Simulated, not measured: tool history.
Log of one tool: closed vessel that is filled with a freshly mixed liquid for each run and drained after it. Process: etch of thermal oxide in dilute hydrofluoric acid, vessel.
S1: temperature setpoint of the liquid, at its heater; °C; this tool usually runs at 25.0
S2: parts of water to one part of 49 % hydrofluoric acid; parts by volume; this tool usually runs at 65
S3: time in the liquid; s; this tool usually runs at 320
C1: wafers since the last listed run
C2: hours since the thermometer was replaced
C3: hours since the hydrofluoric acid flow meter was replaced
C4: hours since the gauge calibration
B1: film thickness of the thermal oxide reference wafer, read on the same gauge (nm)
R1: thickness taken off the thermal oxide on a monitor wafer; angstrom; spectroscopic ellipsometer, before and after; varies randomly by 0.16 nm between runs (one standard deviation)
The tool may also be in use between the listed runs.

run     day    S1  S2   S3    C1      C2      C3      C4     B1     R1
  1   0.000  25.0  65  320     0  1999.1  1371.7   818.9  80.00  311.1
  2   0.754  25.0  65  320  1703  2017.2  1389.8   837.0  80.00  308.6
  3   1.600  25.0  65  320  1911  2037.5  1410.1   857.3  80.01  311.3
  4   2.717  25.0  65  320  2523  2064.3  1436.9   884.1  80.01  313.9
  5   3.338  25.0  45  320  1402  2079.2  1451.8   899.0  79.98  463.8
  6   4.200  25.0  65  375  1948  2099.9  1472.5   919.7  80.01  370.2
  7   5.517  25.0  65  375  2974  2131.5  1504.1   951.3  80.00  368.4
      6.562  -- hydrofluoric acid flow meter replaced
  8   6.842  25.0  65  320  2899  2163.3     6.7   983.1  80.00  290.2
  9   8.062  25.0  65  320  2758  2192.6    36.0  1012.4  79.99  287.8
     10.150  -- gauge calibrated
 10  10.642  25.0  65  320  5827  2254.5    97.9    11.8  80.00  287.6
 11  11.733  25.0  65  320  2466  2280.7   124.1    38.0  80.00  288.8
 12  13.038  21.5  65  320  2946  2312.0   155.4    69.3  80.01  252.8
 13  13.979  26.5  80  450  2127  2334.6   178.0    91.9  80.00  345.7
 14  14.525  26.5  65  320  1233  2347.7   191.1   105.0  80.02  310.2
 15  15.104  25.0  65  320  1308  2361.6   205.0   118.9  80.01  294.0
 16  15.662  25.0  40  320  1261  2375.0   218.4   132.3  80.00  495.0
 17  16.525  25.0  65  320  1948  2395.7   239.1   153.0  80.01  292.8
 18  17.950  25.0  65  320  3219  2429.9   273.3   187.2  79.96  293.8
 19  18.692  27.5  80  395  1675  2447.7   291.1   205.0  80.00  316.1
 20  20.092  22.0  65  500  3163  2481.3   324.7   238.6  79.99  402.1
 21  20.733  25.0  65  375  1449  2496.7   340.1   254.0  80.01  345.7
 22  24.483  25.0  65  320  8472  2586.7   430.1   344.0  80.01  292.9
     25.121  -- thermometer replaced
 23  25.179  25.0  65  320  1478     1.4   446.8   360.7  80.01  295.5
 24  26.562  25.0  90  215  3125    34.6   480.0   393.9  80.00  139.0
 25  28.729  29.0  50  155  4895    86.6   532.0   445.9  79.98  222.0
 26  29.621  27.0  40  435  2014   108.0   553.4   467.3  80.02  732.9
 27  30.650  25.0  50  265  2325   132.7   578.1   492.0  79.99  329.2
 28  31.254  25.0  65  475  1365   147.2   592.6   506.5  79.99  449.9
 29  31.842  25.0  65  320  1327   161.3   606.7   520.6  80.00  298.9
 30  33.092  25.0  65  320  2824   191.3   636.7   550.6  80.01  297.9
 31  33.750  20.0  80  370  1487   207.1   652.5   566.4  80.01  225.6
 32  34.946  23.5  80  410  2701   235.8   681.2   595.1  79.99  288.3
 33  35.904  25.0  90  480  2165   258.8   704.2   618.1  80.01  311.9
 34  36.875  28.0  95  320  2193   282.1   727.5   641.4  80.00  222.6
 35  37.612  28.0  65  320  1666   299.8   745.2   659.1  80.00  340.2

Below are 3 alternative next runs, each starting from the tool's condition after run 35. Predict each:
  A  37.642  22.5  65  320  65  300.5  745.9  659.8   ?   ?
  B  37.642  20.0  65  435  65  300.5  745.9  659.8   ?   ?
  C  37.642  25.0  50  440  65  300.5  745.9  659.8   ?   ?

run     B1     R1
  A  79.99  271.3
  B  79.99  332.3
  C  79.99  547.6
Stripped of hidden state, with their random variation kept, the same runs would have yielded:
run     R1
  A  257.5
  B  315.4
  C  519.9
